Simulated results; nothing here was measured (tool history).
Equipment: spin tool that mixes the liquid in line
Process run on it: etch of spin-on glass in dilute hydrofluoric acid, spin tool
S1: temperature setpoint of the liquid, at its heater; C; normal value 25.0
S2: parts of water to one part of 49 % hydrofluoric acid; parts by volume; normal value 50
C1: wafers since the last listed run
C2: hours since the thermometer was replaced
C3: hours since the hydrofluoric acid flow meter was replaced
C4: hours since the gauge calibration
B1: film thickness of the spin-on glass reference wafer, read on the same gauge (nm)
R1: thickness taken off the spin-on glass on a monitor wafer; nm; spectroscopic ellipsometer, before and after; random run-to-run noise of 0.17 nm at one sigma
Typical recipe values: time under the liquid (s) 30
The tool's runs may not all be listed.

Run 1, day 0.000: usual settings; C1 0; C2 1911.7; C3 1744.5; C4 531.5; B1 99.93. Result: R1 34.54 nm.
Run 2, day 2.904: usual settings; C1 593; C2 1981.4; C3 1814.2; C4 601.2; B1 100.01. Result: R1 34.95 nm.
Run 3, day 4.983: usual settings; C1 424; C2 2031.3; C3 1864.1; C4 651.1; B1 99.96. Result: R1 35.04 nm.
Run 4, day 7.254: usual settings; C1 464; C2 2085.8; C3 1918.6; C4 705.6; B1 100.00. Result: R1 35.28 nm.
Run 5, day 8.988: usual settings; C1 354; C2 2127.4; C3 1960.2; C4 747.2; B1 100.00. Result: R1 35.34 nm.
Run 6, day 11.650: usual settings; C1 544; C2 2191.3; C3 2024.1; C4 811.1; B1 99.93. Result: R1 35.60 nm.
Run 7, day 13.671: usual settings; C1 412; C2 2239.8; C3 2072.6; C4 859.6; B1 99.98. Result: R1 35.62 nm.
Run 8, day 15.975: usual settings; C1 470; C2 2295.1; C3 2127.9; C4 914.9; B1 99.97. Result: R1 35.96 nm.
At day 16.700: hydrofluoric acid flow meter replaced.
At day 19.712: gauge calibrated.
Run 9, day 22.700: usual settings; C1 1365; C2 2456.5; C3 144.0; C4 71.7; B1 100.00. Result: R1 32.38 nm.
Run 10, day 25.483: usual settings; C1 568; C2 2523.3; C3 210.8; C4 138.5; B1 100.04. Result: R1 32.73 nm.
Run 11, day 27.004: usual settings but time under the liquid (s) 15; C1 310; C2 2559.8; C3 247.3; C4 175.0; B1 100.00. Result: R1 16.48 nm.
Run 12, day 29.658: usual settings; C1 542; C2 2623.5; C3 311.0; C4 238.7; B1 99.98. Result: R1 33.15 nm.
Run 13, day 31.238: usual settings but S1 23.5 C; C1 322; C2 2661.4; C3 348.9; C4 276.6; B1 99.98. Result: R1 31.39 nm.
Run 14, day 32.321: usual settings but S1 26.5 C, S2 40 parts by volume; C1 221; C2 2687.4; C3 374.9; C4 302.6; B1 100.00. Result: R1 44.83 nm.
Run 15, day 33.962: usual settings; C1 335; C2 2726.8; C3 414.3; C4 342.0; B1 99.97. Result: R1 33.20 nm.
Run 16, day 36.300: usual settings but S1 21.5 C; C1 477; C2 2782.9; C3 470.4; C4 398.1; B1 100.00. Result: R1 29.26 nm.
Run 17, day 37.900: usual settings but S1 22.0 C, S2 30 parts by volume; C1 326; C2 2821.3; C3 508.8; C4 436.5; B1 100.00. Result: R1 50.50 nm.
At day 38.179: thermometer replaced.
Run 18, day 39.558: usual settings but time under the liquid (s) 40; C1 330; C2 33.1; C3 548.6; C4 476.3; B1 99.95. Result: R1 41.27 nm.
Run 19, day 41.708: usual settings but S1 22.5 C, S2 40 parts by volume, time under the liquid (s) 15; C1 439; C2 84.7; C3 600.2; C4 527.9; B1 100.03. Result: R1 17.76 nm.
Run 20, day 44.092: usual settings; C1 487; C2 141.9; C3 657.4; C4 585.1; B1 99.98. Result: R1 31.32 nm.
Run 21, day 45.625: usual settings but S1 29.5 C, time under the liquid (s) 40; C1 313; C2 178.7; C3 694.2; C4 621.9; B1 99.99. Result: R1 49.55 nm.
Run 22, day 48.204: usual settings but S1 21.5 C, S2 25 parts by volume, time under the liquid (s) 45; C1 527; C2 240.6; C3 756.1; C4 683.8; B1 100.05. Result: R1 84.54 nm.
Run 23, day 50.117: usual settings but S1 26.5 C, S2 35 parts by volume, time under the liquid (s) 15; C1 390; C2 286.5; C3 802.0; C4 729.7; B1 99.96. Result: R1 24.95 nm.

Give the tool's hidden conditions for every run:
gauge reads high (%): 0, the same for each run
H1: liquid hotter than its thermometer reads (K)
H2: hydrofluoric acid flow above the setpoint (%)
run     H1     H2
  1   1.91   8.79
  2   1.97   9.13
  3   2.02   9.37
  4   2.07   9.64
  5    2.1   9.84
  6   2.16   10.2
  7   2.21   10.4
  8   2.26   10.7
  9    2.4  0.986
 10   2.46   1.31
 11    2.5   1.49
 12   2.56    1.8
 13   2.59   1.98
 14   2.61   2.11
 15   2.65    2.3
 16    2.7   2.58
 17   2.74   2.76
 18  0.635   2.96
 19  0.682   3.21
 20  0.734   3.49
 21  0.768   3.67
 22  0.824   3.97
 23  0.866   4.19
